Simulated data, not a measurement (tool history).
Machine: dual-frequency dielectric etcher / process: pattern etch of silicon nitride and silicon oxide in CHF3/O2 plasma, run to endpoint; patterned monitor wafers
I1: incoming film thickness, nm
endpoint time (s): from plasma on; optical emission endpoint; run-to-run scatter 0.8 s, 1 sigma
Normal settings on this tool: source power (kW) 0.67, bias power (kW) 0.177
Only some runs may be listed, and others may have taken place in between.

Run 1, hour 0: usual settings; I1 291. Result: endpoint time (s) 174.7.
Run 2, hour 17.4: usual settings; I1 289.9. Result: endpoint time (s) 173.6.
Run 3, hour 33.5: usual settings; I1 289.7. Result: endpoint time (s) 172.6.
Run 4, hour 48.5: usual settings; I1 295.9. Result: endpoint time (s) 175.5.
Run 5, hour 64.5: usual settings; I1 295.8. Result: endpoint time (s) 176.4.
Run 6, hour 73: usual settings; I1 293.2. Result: endpoint time (s) 174.5.
Run 7, hour 81.4: usual settings; I1 292.4. Result: endpoint time (s) 173.
Run 8, hour 94.1: usual settings; I1 290.8. Result: endpoint time (s) 172.4.
Run 9, hour 108.3: usual settings but source power (kW) 0.77; I1 293.4. Result: endpoint time (s) 160.5.
At hour 133.9: wet clean of the chamber.
Run 10, hour 134.4: usual settings but source power (kW) 0.77; I1 291.2. Result: endpoint time (s) 163.9.
Run 11, hour 140.5: usual settings; I1 292. Result: endpoint time (s) 179.4.
Run 12, hour 149.7: usual settings but source power (kW) 0.81, bias power (kW) 0.191; I1 292.3. Result: endpoint time (s) 156.6.
Run 13, hour 159.6: usual settings but source power (kW) 0.56; I1 291.5. Result: endpoint time (s) 201.5.
At hour 164.9: bias power generator calibrated.
At hour 190.2: upper electrode replaced.
At hour 191: source power generator calibrated.
Run 14, hour 191.5: usual settings but source power (kW) 0.61, bias power (kW) 0.16; I1 294. Result: endpoint time (s) 197.9.
Run 15, hour 191.9: usual settings; I1 295.7. Result: endpoint time (s) 180.4.

Run 16 comes next. What will it give?
Run 16, hour 212.1: usual settings but source power (kW) 0.78, bias power (kW) 0.16; I1 294.2. Result: endpoint time (s) ?.

endpoint time (s): 170.8
On a tool with no hidden condition, and with the same random variation, this run would have come out at endpoint time (s) 172.3.
